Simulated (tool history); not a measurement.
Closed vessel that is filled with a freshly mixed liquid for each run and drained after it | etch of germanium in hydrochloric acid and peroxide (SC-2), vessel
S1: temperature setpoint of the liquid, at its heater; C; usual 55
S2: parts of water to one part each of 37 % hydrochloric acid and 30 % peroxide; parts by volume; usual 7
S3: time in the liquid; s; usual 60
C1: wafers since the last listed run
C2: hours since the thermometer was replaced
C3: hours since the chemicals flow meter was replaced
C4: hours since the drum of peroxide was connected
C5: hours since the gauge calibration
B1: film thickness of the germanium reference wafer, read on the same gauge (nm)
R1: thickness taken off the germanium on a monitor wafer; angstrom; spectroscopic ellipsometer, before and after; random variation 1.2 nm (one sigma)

Run 1, hour 0: usual settings but S1 49 C; C1 0; C2 73.5; C3 377.6; C4 1005.1; C5 282.1; B1 40.04. Result: R1 1871.1 angstrom.
Run 2, hour 24.2: usual settings but S1 49 C; C1 1795; C2 97.7; C3 401.8; C4 1029.3; C5 306.3; B1 39.97. Result: R1 1878.6 angstrom.
Run 3, hour 56: usual settings; C1 2359; C2 129.5; C3 433.6; C4 1061.1; C5 338.1; B1 39.97. Result: R1 2305 angstrom.
Run 4, hour 90.2: usual settings; C1 2538; C2 163.7; C3 467.8; C4 1095.3; C5 372.3; B1 40.02. Result: R1 2267.6 angstrom.
Run 5, hour 119: usual settings; C1 2137; C2 192.5; C3 496.6; C4 1124.1; C5 401.1; B1 40.04. Result: R1 2289.3 angstrom.
Run 6, hour 153.5: usual settings; C1 2560; C2 227; C3 531.1; C4 1158.6; C5 435.6; B1 40.03. Result: R1 2306.2 angstrom.
Run 7, hour 169.4: usual settings but S2 4 parts by volume; C1 1179; C2 242.9; C3 547; C4 1174.5; C5 451.5; B1 40.02. Result: R1 2358.5 angstrom.
At hour 171.2: gauge calibrated.
Run 8, hour 194.8: usual settings; C1 1884; C2 268.3; C3 572.4; C4 1199.9; C5 23.6; B1 40. Result: R1 2309.2 angstrom.
Run 9, hour 230: usual settings; C1 2612; C2 303.5; C3 607.6; C4 1235.1; C5 58.8; B1 40.01. Result: R1 2339.4 angstrom.
At hour 248.1: new drum of peroxide connected.
Run 10, hour 257.1: usual settings but S3 45 s; C1 1936; C2 330.6; C3 634.7; C4 9; C5 85.9; B1 40.01. Result: R1 1739.9 angstrom.
Run 11, hour 281.6: usual settings but S3 45 s; C1 1818; C2 355.1; C3 659.2; C4 33.5; C5 110.4; B1 40.01. Result: R1 1741.7 angstrom.
Run 12, hour 302: usual settings but S2 5 parts by volume, S3 75 s; C1 1513; C2 375.5; C3 679.6; C4 53.9; C5 130.8; B1 39.99. Result: R1 2961 angstrom.
At hour 305.4: chemicals flow meter replaced.
Run 13, hour 327.8: usual settings but S3 30 s; C1 1840; C2 401.3; C3 22.4; C4 79.7; C5 156.6; B1 40.04. Result: R1 1179.9 angstrom.
Run 14, hour 362.6: usual settings but S3 30 s; C1 2582; C2 436.1; C3 57.2; C4 114.5; C5 191.4; B1 40.02. Result: R1 1182 angstrom.
Run 15, hour 377.7: usual settings but S1 59.5 C, S2 8.5 parts by volume, S3 30 s; C1 1120; C2 451.2; C3 72.3; C4 129.6; C5 206.5; B1 40. Result: R1 1334.7 angstrom.
Run 16, hour 406.2: usual settings but S1 62 C, S2 8 parts by volume; C1 2115; C2 479.7; C3 100.8; C4 158.1; C5 235; B1 40.01. Result: R1 2879.1 angstrom.
At hour 407.7: thermometer replaced.
Run 17, hour 422.4: usual settings but S2 8 parts by volume; C1 1128; C2 14.7; C3 117; C4 174.3; C5 251.2; B1 39.98. Result: R1 2222 angstrom.
Run 18, hour 441.1: usual settings but S1 49 C, S2 8 parts by volume, S3 35 s; C1 1387; C2 33.4; C3 135.7; C4 193; C5 269.9; B1 40.01. Result: R1 1074.5 angstrom.
Run 19, hour 467.4: usual settings but S1 64 C, S2 4.5 parts by volume; C1 1951; C2 59.7; C3 162; C4 219.3; C5 296.2; B1 39.99. Result: R1 2990.5 angstrom.
Run 20, hour 485.2: usual settings but S1 63 C, S2 4.5 parts by volume, S3 45 s; C1 1320; C2 77.5; C3 179.8; C4 237.1; C5 314; B1 39.99. Result: R1 2195.6 angstrom.
Run 21, hour 502.6: usual settings but S1 62 C, S2 8.5 parts by volume, S3 75 s; C1 1291; C2 94.9; C3 197.2; C4 254.5; C5 331.4; B1 40.01. Result: R1 3414.1 angstrom.
Run 22, hour 517.2: usual settings; C1 1083; C2 109.5; C3 211.8; C4 269.1; C5 346; B1 39.99. Result: R1 2274.4 angstrom.
Run 23, hour 529.5: usual settings but S1 62 C, S2 8.5 parts by volume, S3 75 s; C1 912; C2 121.8; C3 224.1; C4 281.4; C5 358.3; B1 40. Result: R1 3426.9 angstrom.
Run 24, hour 557.4: usual settings; C1 2070; C2 149.7; C3 252; C4 309.3; C5 386.2; B1 39.98. Result: R1 2259.7 angstrom.

4 ways to go on from here, each from the tool as it stands after run 24. What would each give?
Run A, hour 558.1: usual settings but S1 48 C; C1 51; C2 150.4; C3 252.7; C4 310; C5 386.9; B1 ?. Result: R1 ?.
Run B, hour 558.1: usual settings but S2 4.5 parts by volume, S3 95 s; C1 51; C2 150.4; C3 252.7; C4 310; C5 386.9; B1 ?. Result: R1 ?.
Run C, hour 558.1: usual settings but S1 60.5 C; C1 51; C2 150.4; C3 252.7; C4 310; C5 386.9; B1 ?. Result: R1 ?.
Run D, hour 558.1: usual settings but S1 60 C, S2 9.5 parts by volume, S3 45 s; C1 51; C2 150.4; C3 252.7; C4 310; C5 386.9; B1 ?. Result: R1 ?.

run     B1      R1
  A  39.99  1833.2
  B  39.99  3680.5
  C  39.99  2697.4
  D  39.99  1943.2
Without the tool's hidden state the same runs would have given:
run      R1
  A  1803.3
  B  3622.5
  C  2656.9
  D  1914.3

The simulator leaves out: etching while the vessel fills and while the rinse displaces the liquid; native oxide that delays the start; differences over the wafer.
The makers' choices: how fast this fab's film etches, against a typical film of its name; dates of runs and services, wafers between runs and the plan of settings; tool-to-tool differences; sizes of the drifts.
